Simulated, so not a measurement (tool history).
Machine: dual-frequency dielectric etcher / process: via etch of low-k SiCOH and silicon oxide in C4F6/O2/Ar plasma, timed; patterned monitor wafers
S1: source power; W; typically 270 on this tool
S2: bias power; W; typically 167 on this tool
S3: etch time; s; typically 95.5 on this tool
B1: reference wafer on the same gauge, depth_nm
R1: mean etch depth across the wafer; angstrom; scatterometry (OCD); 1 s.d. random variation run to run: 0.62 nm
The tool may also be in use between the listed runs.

| run | hour | S1 | S2 | S3 | B1 | R1 |
|---|---|---|---|---|---|---|
| 1 | 0.0 | 270 | 167 | 95.5 | 199.0 | 2199 |
| 2 | 42.9 | 270 | 167 | 95.5 | 199.1 | 2215 |
| 3 | 112.7 | 270 | 147 | 95.5 | 199.6 | 2168 |
| 4 | 280.4 | 270 | 147 | 95.5 | 199.6 | 2150 |
| 5 | 331.5 | 270 | 167 | 95.5 | 199.7 | 2222 |
| 6 | 363.1 | 270 | 167 | 95.5 | 200.1 | 2225 |
| 7 | 392.8 | 270 | 167 | 95.5 | 199.7 | 2210 |
| 8 | 432.8 | 270 | 167 | 95.5 | 199.9 | 2217 |
|  | 508.5 | wet clean of the chamber |
| 9 | 509.0 | 270 | 167 | 95.5 | 200.1 | 2220 |
| 10 | 565.8 | 270 | 167 | 95.5 | 200.0 | 2209 |
| 11 | 632.4 | 270 | 167 | 95.5 | 200.1 | 2217 |
| 12 | 691.7 | 220 | 167 | 95.5 | 200.0 | 2104 |
| 13 | 717.9 | 220 | 167 | 95.5 | 199.9 | 2102 |
|  | 782.0 | gauge calibrated |
| 14 | 839.1 | 220 | 167 | 95.5 | 194.4 | 2044 |
|  | 856.3 | bias power generator calibrated |
| 15 | 871.8 | 200 | 199 | 95.5 | 194.6 | 2072 |
| 16 | 904.8 | 270 | 167 | 95.5 | 195.1 | 2178 |
| 17 | 971.2 | 250 | 193 | 87.5 | 195.9 | 2015 |
| 18 | 1003.3 | 270 | 167 | 95.5 | 196.2 | 2189 |
|  | 1045.4 | source power generator calibrated |
| 19 | 1066.3 | 310 | 182 | 95.5 | 196.6 | 2318 |
| 20 | 1090.7 | 270 | 167 | 95.5 | 197.0 | 2201 |
|  | 1137.7 | wet clean of the chamber |
| 21 | 1138.2 | 270 | 167 | 104.5 | 197.3 | 2402 |
|  | 1193.6 | upper electrode replaced |
| 22 | 1200.6 | 270 | 126 | 95.5 | 197.6 | 2087 |
| 23 | 1267.2 | 230 | 188 | 121.5 | 198.1 | 2754 |
| 24 | 1318.1 | 340 | 167 | 95.5 | 198.2 | 2353 |
| 25 | 1349.2 | 330 | 179 | 122.5 | 198.6 | 3040 |
| 26 | 1410.7 | 270 | 167 | 110.0 | 198.7 | 2536 |
| 27 | 1473.4 | 310 | 152 | 112.5 | 198.9 | 2652 |
| 28 | 1530.1 | 250 | 136 | 111.0 | 199.1 | 2416 |
| 29 | 1596.7 | 270 | 133 | 95.5 | 199.4 | 2122 |

Predict each of these 3 candidate next runs independently; none follows another, all start after run 29:
| A | 1597.1 | 270 | 167 | 114.5 | ? | ? |
| B | 1597.1 | 270 | 193 | 95.5 | ? | ? |
| C | 1597.1 | 270 | 167 | 112.0 | ? | ? |

| run | B1 | R1 |
|---|---|---|
| A | 199.2 | 2656 |
| B | 199.2 | 2284 |
| C | 199.2 | 2598 |
Without the tool's hidden state the same runs would have given:
| run | R1 |
|---|---|
| A | 2572 |
| B | 2212 |
| C | 2516 |
